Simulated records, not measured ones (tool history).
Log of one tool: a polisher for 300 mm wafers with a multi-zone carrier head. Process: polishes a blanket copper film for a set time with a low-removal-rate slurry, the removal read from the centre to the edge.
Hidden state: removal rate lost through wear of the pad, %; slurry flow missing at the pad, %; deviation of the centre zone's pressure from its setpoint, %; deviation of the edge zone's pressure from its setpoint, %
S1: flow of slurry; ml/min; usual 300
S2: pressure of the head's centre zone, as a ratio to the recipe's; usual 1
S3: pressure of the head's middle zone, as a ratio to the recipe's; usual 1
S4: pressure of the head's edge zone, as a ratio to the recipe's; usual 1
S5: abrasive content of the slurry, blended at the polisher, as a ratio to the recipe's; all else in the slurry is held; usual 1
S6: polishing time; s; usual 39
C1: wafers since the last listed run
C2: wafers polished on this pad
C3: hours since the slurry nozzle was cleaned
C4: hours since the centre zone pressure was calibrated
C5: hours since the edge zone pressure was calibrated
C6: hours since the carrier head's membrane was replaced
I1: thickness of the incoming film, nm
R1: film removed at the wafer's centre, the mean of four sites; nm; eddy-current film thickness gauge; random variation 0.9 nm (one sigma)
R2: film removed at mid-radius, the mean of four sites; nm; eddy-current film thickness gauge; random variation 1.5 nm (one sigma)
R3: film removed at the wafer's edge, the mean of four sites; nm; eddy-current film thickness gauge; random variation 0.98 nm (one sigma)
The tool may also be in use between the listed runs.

run   hour   S1    S2    S3    S4    S5  S6   C1    C2     C3     C4      C5     C6      I1     R1     R2     R3
  1      0  300     1     1     1   0.9  39    0   753     60   10.8  1146.6     34  1233.8  101.9  102.9  104.6
  2   15.8  300  1.07     1     1     1  39  215   969   75.8   26.6  1162.4   49.8  1250.7  112.3  105.7  109.3
  3     27  195  1.04   1.1     1     1  39  152  1121     87   37.8  1173.6     61  1250.3  101.9  107.1  101.9
      40.7  -- worn pad replaced by a new one
  4   41.9  300     1     1     1     1  39  148    16  101.9   52.7  1188.5   75.9  1230.3  105.9  109.6    108
  5   51.1  300     1  1.03  0.96     1  39  125   141  111.1   61.9  1197.7   85.1  1234.6  105.5  107.9  105.3
  6   64.9  300     1     1     1     1  45  188   329  124.9   75.7  1211.5   98.9  1252.3  121.3  123.8  122.7
  7   80.5  300     1     1     1     1  39  212   542  140.5   91.3  1227.1  114.5  1230.2  104.7  107.2    108
  8   96.4  300     1     1  0.95     1  39  216   759  156.4  107.2    1243  130.4  1260.5  103.4    105  102.4
  9  109.6  340     1     1   1.1   0.8  39  179   939  169.6  120.4  1256.2  143.6  1252.8   98.7   95.4  103.8
 10    125  300     1     1  1.05     1  52  209  1148    185  135.8  1271.6    159  1248.2  137.3  136.8  146.1
 11  134.6  300     1     1     1     1  39  130  1279  194.6  145.4  1281.2  168.6    1268    103  103.1  105.1
     143.9  -- worn pad replaced by a new one
 12  144.4  385     1     1   1.1     1  39   79     6  204.4  155.2    1291  178.4  1270.7  107.4    108  113.1
 13  155.5  300     1     1     1  0.85  39  151   157  215.5  166.3  1302.1  189.5  1263.6   95.9   96.3   99.4
     163.8  -- edge zone pressure recalibrated
 14  169.8  300     1  0.92     1     1  39  167   325  229.8  180.6       6  203.8  1228.8  101.7   98.6  106.6
 15  178.4  400     1  0.97     1     1  39  117   442  238.4  189.2    14.6  212.4  1231.7  108.4  106.4  108.7
 16  189.4  355  1.06     1     1     1  39  149   592  249.4  200.2    25.6  223.4  1237.2  111.4  105.7  105.2
 17  198.2  300     1     1     1     1  26  119   712  258.2    209    34.4  232.2  1254.1   67.7   70.6   71.1
 18  205.5  210     1     1     1  1.25  39   99   811  265.5  216.3    41.7  239.5  1226.6  103.8    107    109
 19  217.5  300  1.05  1.09  1.09   0.9  39  163   975  277.5  228.3    53.7  251.5  1254.6  102.8  105.4  104.9
       238  -- worn pad replaced by a new one
 20  238.5  300     1     1     1   0.9  39  231     7  298.5  249.3    74.7  272.5  1239.4   99.2  101.7  100.2
 21  251.9  300     1     1     1     1  39  182   189  311.9  262.7    88.1  285.9    1253    103  103.3  102.7
 22  266.6  225     1     1     1     1  33  200   390  326.6  277.4   102.8  300.6  1253.1   79.8   83.3   85.3

Forecast each of these 4 alternatives for the next run:
  A   267  300   1     1   1   1  39   5  395  327  277.8  103.2  301  1244   ?   ?   ?
  B   267  300   1     1   1   1  30   5  395  327  277.8  103.2  301  1244   ?   ?   ?
  C   267  300   1  1.08   1   1  39   5  395  327  277.8  103.2  301  1244   ?   ?   ?
  D   267  300   1     1   1   1  27   5  395  327  277.8  103.2  301  1244   ?   ?   ?

run     R1     R2     R3
  A  102.4  103.2  104.3
  B   78.8   79.4   80.2
  C  102.5  108.5  104.2
  D   70.9   71.5   72.2
Without the tool's hidden state the same runs would have given:
run     R1     R2     R3
  A  109.1  109.2  108.8
  B   83.9     84   83.7
  C  109.2  114.8  108.7
  D   75.5   75.6   75.3

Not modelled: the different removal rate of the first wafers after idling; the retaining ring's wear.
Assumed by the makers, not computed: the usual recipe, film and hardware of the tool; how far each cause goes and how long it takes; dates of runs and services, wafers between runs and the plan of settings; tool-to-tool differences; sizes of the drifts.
